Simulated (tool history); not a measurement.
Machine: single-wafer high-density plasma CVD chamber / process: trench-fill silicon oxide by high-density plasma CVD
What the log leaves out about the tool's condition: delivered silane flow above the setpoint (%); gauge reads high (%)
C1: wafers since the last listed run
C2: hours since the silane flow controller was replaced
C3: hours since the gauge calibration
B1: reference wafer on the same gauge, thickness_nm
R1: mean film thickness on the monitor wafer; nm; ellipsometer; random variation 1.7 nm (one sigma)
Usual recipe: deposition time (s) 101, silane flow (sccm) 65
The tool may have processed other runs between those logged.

Run 1, day 0: usual settings but deposition time (s) 92, silane flow (sccm) 71; C1 0; C2 1544.6; C3 317.8; B1 656.827. Result: R1 670.29 nm.
Run 2, day 2.788: usual settings but deposition time (s) 92, silane flow (sccm) 71; C1 1087; C2 1611.5; C3 384.7; B1 656.913. Result: R1 673.215 nm.
Run 3, day 4.546: usual settings but deposition time (s) 92, silane flow (sccm) 71; C1 686; C2 1653.7; C3 426.9; B1 657.076. Result: R1 671.339 nm.
Run 4, day 7.775: usual settings but deposition time (s) 86, silane flow (sccm) 59; C1 1259; C2 1731.2; C3 504.4; B1 656.879. Result: R1 563.629 nm.
Run 5, day 9.408: usual settings but deposition time (s) 86, silane flow (sccm) 59; C1 637; C2 1770.4; C3 543.6; B1 657.247. Result: R1 563.543 nm.
Run 6, day 13.262: usual settings but deposition time (s) 86, silane flow (sccm) 59; C1 1503; C2 1862.9; C3 636.1; B1 657.438. Result: R1 563.323 nm.
Run 7, day 17.292: usual settings but silane flow (sccm) 61; C1 1572; C2 1959.6; C3 732.8; B1 657.043. Result: R1 674.044 nm.
At day 17.433: gauge calibrated.
Run 8, day 20.858: usual settings but deposition time (s) 111, silane flow (sccm) 78; C1 1391; C2 2045.2; C3 82.2; B1 656.865. Result: R1 858.661 nm.
Run 9, day 25.15: usual settings but silane flow (sccm) 56; C1 1674; C2 2148.2; C3 185.2; B1 657.2. Result: R1 642.388 nm.
Run 10, day 27.3: usual settings but deposition time (s) 86, silane flow (sccm) 59; C1 838; C2 2199.8; C3 236.8; B1 656.892. Result: R1 565.205 nm.
At day 27.7: silane flow controller replaced.
Run 11, day 31.079: usual settings; C1 1344; C2 81.1; C3 327.5; B1 657.277. Result: R1 684.656 nm.
Run 12, day 34.708: usual settings but deposition time (s) 116; C1 1415; C2 168.2; C3 414.6; B1 656.346. Result: R1 785.691 nm.
Run 13, day 39.167: usual settings but deposition time (s) 113; C1 1739; C2 275.2; C3 521.6; B1 657.21. Result: R1 769.017 nm.
Run 14, day 41.758: usual settings but deposition time (s) 88; C1 1011; C2 337.4; C3 583.8; B1 657.121. Result: R1 601.232 nm.

Each row is a separate what-if for the run after 14, all from the same tool condition, not one after another. Results?
Run A, day 41.775: usual settings but silane flow (sccm) 70; C1 6; C2 337.8; C3 584.2; B1 ?. Result: R1 ?.
Run B, day 41.775: usual settings but deposition time (s) 109, silane flow (sccm) 57; C1 6; C2 337.8; C3 584.2; B1 ?. Result: R1 ?.
Run C, day 41.775: usual settings but silane flow (sccm) 60; C1 6; C2 337.8; C3 584.2; B1 ?. Result: R1 ?.

run       B1       R1
  A  657.204  722.035
  B  657.204  689.716
  C  657.204  658.235
The same runs, with their run-to-run variation unchanged, on a tool lacking any hidden condition would have given:
run       R1
  A  712.564
  B  680.668
  C    649.6

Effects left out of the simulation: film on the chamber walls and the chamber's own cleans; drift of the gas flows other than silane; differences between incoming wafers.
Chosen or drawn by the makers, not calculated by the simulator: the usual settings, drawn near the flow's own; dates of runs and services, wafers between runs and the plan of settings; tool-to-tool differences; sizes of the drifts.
